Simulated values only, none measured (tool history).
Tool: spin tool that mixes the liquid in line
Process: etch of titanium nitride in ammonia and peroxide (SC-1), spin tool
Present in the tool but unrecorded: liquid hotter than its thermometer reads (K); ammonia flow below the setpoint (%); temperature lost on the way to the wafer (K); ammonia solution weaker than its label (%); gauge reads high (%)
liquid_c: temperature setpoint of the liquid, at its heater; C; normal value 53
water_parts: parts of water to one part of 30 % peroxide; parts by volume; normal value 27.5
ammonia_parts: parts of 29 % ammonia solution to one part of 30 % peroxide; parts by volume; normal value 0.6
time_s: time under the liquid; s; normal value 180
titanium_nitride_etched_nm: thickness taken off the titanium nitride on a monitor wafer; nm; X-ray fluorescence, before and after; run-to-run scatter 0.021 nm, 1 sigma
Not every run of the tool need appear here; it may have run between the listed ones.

| run | hour | liquid_c | water_parts | ammonia_parts | time_s | wafers since the last listed run | hours since the thermometer was replaced | hours since the ammonia flow meter was replaced | hours since the heated supply line was repaired | hours since the drum of ammonia solution was connected | hours since the gauge calibration | read-back film thickness of the titanium nitride reference wafer, read on the same gauge (nm) | titanium_nitride_etched_nm |
|---|---|---|---|---|---|---|---|---|---|---|---|---|---|
| 1 | 0 | 53 | 27.5 | 0.6 | 180 | 0 | 1627.4 | 1369.2 | 1604.1 | 589 | 578.9 | 50 | 5.78 |
|  | 9.3 | ammonia flow meter replaced |
| 2 | 19.1 | 53 | 27.5 | 0.6 | 180 | 88 | 1646.5 | 9.8 | 1623.2 | 608.1 | 598 | 49.99 | 5.9 |
|  | 23.9 | heated supply line repaired |
| 3 | 44.6 | 53 | 27.5 | 0.6 | 180 | 120 | 1672 | 35.3 | 20.7 | 633.6 | 623.5 | 50.02 | 5.88 |
| 4 | 65.4 | 61 | 27.5 | 0.6 | 180 | 102 | 1692.8 | 56.1 | 41.5 | 654.4 | 644.3 | 50 | 10.13 |
| 5 | 82.4 | 61 | 27.5 | 0.6 | 180 | 83 | 1709.8 | 73.1 | 58.5 | 671.4 | 661.3 | 49.99 | 10.14 |
| 6 | 108.8 | 61 | 27.5 | 0.6 | 180 | 129 | 1736.2 | 99.5 | 84.9 | 697.8 | 687.7 | 50 | 10.09 |
| 7 | 133.9 | 53 | 18.5 | 0.6 | 255 | 123 | 1761.3 | 124.6 | 110 | 722.9 | 712.8 | 49.97 | 10.42 |
|  | 158.9 | thermometer replaced |
| 8 | 168.4 | 53 | 16 | 0.6 | 145 | 164 | 9.5 | 159.1 | 144.5 | 757.4 | 747.3 | 49.99 | 6.42 |
| 9 | 197.8 | 50 | 15 | 0.6 | 115 | 144 | 38.9 | 188.5 | 173.9 | 786.8 | 776.7 | 50.01 | 4.29 |
| 10 | 225.6 | 53 | 33 | 0.6 | 130 | 136 | 66.7 | 216.3 | 201.7 | 814.6 | 804.5 | 49.99 | 3.81 |
| 11 | 265.1 | 53 | 22.5 | 0.6 | 180 | 194 | 106.2 | 255.8 | 241.2 | 854.1 | 844 | 50.01 | 6.51 |
| 12 | 290.6 | 56.5 | 27.5 | 0.45 | 180 | 125 | 131.7 | 281.3 | 266.7 | 879.6 | 869.5 | 50.04 | 7.07 |
| 13 | 304.5 | 53 | 27.5 | 0.6 | 180 | 68 | 145.6 | 295.2 | 280.6 | 893.5 | 883.4 | 49.98 | 5.88 |
| 14 | 319.6 | 53 | 27.5 | 0.6 | 180 | 74 | 160.7 | 310.3 | 295.7 | 908.6 | 898.5 | 50.02 | 5.85 |
|  | 331.3 | new drum of ammonia solution connected |
| 15 | 345.8 | 56.5 | 21 | 0.45 | 90 | 123 | 186.9 | 336.5 | 321.9 | 14.5 | 924.7 | 49.99 | 4.16 |
| 16 | 374.5 | 61.5 | 38 | 0.35 | 220 | 141 | 215.6 | 365.2 | 350.6 | 43.2 | 953.4 | 49.97 | 9.68 |
|  | 408.4 | gauge calibrated |
| 17 | 410 | 59 | 22 | 0.6 | 110 | 174 | 251.1 | 400.7 | 386.1 | 78.7 | 1.6 | 50.01 | 6.21 |
| 18 | 431.6 | 53 | 27.5 | 0.5 | 180 | 106 | 272.7 | 422.3 | 407.7 | 100.3 | 23.2 | 49.99 | 5.71 |
| 19 | 444.7 | 57.5 | 27.5 | 0.6 | 80 | 64 | 285.8 | 435.4 | 420.8 | 113.4 | 36.3 | 50 | 3.58 |
| 20 | 459.2 | 63 | 27.5 | 0.6 | 180 | 71 | 300.3 | 449.9 | 435.3 | 127.9 | 50.8 | 49.99 | 11.59 |
| 21 | 473.5 | 49 | 34.5 | 0.7 | 180 | 70 | 314.6 | 464.2 | 449.6 | 142.2 | 65.1 | 49.98 | 4.09 |
| 22 | 496.2 | 53 | 18.5 | 0.6 | 255 | 111 | 337.3 | 486.9 | 472.3 | 164.9 | 87.8 | 49.98 | 10.52 |
| 23 | 530.7 | 53 | 27.5 | 0.75 | 180 | 169 | 371.8 | 521.4 | 506.8 | 199.4 | 122.3 | 50.02 | 6.15 |
| 24 | 553.6 | 60.5 | 19.5 | 0.7 | 225 | 112 | 394.7 | 544.3 | 529.7 | 222.3 | 145.2 | 49.99 | 15.2 |
| 25 | 584 | 60.5 | 27.5 | 0.5 | 110 | 149 | 425.1 | 574.7 | 560.1 | 252.7 | 175.6 | 50.01 | 5.77 |

3 ways to go on from here, each from the tool as it stands after run 25. What would each give?
| A | 584.5 | 53 | 27.5 | 0.6 | 180 | 2 | 425.6 | 575.2 | 560.6 | 253.2 | 176.1 | ? | ? |
| B | 584.5 | 53 | 16.5 | 0.85 | 180 | 2 | 425.6 | 575.2 | 560.6 | 253.2 | 176.1 | ? | ? |
| C | 584.5 | 49 | 16 | 0.45 | 70 | 2 | 425.6 | 575.2 | 560.6 | 253.2 | 176.1 | ? | ? |

| run | read-back film thickness of the titanium nitride reference wafer, read on the same gauge (nm) | titanium_nitride_etched_nm |
|---|---|---|
| A | 50.01 | 5.93 |
| B | 50.01 | 8.39 |
| C | 50.01 | 2.24 |
What these runs would have given with no unlogged condition in the tool:
| run | titanium_nitride_etched_nm |
|---|---|
| A | 6.02 |
| B | 8.51 |
| C | 2.28 |
